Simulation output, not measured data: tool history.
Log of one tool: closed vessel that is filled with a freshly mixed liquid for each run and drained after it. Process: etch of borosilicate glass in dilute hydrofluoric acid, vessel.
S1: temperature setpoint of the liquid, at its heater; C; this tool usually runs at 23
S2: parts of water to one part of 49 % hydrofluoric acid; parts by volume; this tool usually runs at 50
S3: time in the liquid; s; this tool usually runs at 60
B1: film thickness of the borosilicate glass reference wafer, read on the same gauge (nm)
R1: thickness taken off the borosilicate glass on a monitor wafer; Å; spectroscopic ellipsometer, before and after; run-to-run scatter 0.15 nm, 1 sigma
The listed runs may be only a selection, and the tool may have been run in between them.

run	hour	S1	S2	S3	B1	R1
1	0	23	50	60	130	238.2
2	100	23	50	60	129.96	235.4
3	197.3	23	50	60	129.97	237.1
4	283.1	23	50	60	130	239.6
5	367	21	50	60	130.02	219.2
6	455.5	21	50	60	130.03	217.2
7	540.4	21	50	60	129.95	216.8
8	601.9	23	30	60	129.97	408.5
9	693.5	23	30	60	129.99	403.6
10	760.7	23	30	60	130.02	406.5
11	809.4	23	50	60	130.04	238.3
# hour 840.9: gauge calibrated
# hour 870: thermometer replaced
12	883.8	23	50	60	129.98	237.7
# hour 902.3: hydrofluoric acid flow meter replaced
13	1066.9	23	50	60	129.97	236.4
14	1114.1	28	60	75	129.97	297.5
15	1160.2	25	50	60	129.96	260.1
16	1237.9	19	50	95	129.99	316.5
17	1290	27	35	75	130	511.6
18	1367.9	19.5	65	70	129.99	181.8

Run 19 comes next. What will it give?
19	1404	23	50	60	?	?

B1: 130
R1: 237.6 Å
Without the tool's hidden state the same run would have given R1 237.6 Å.
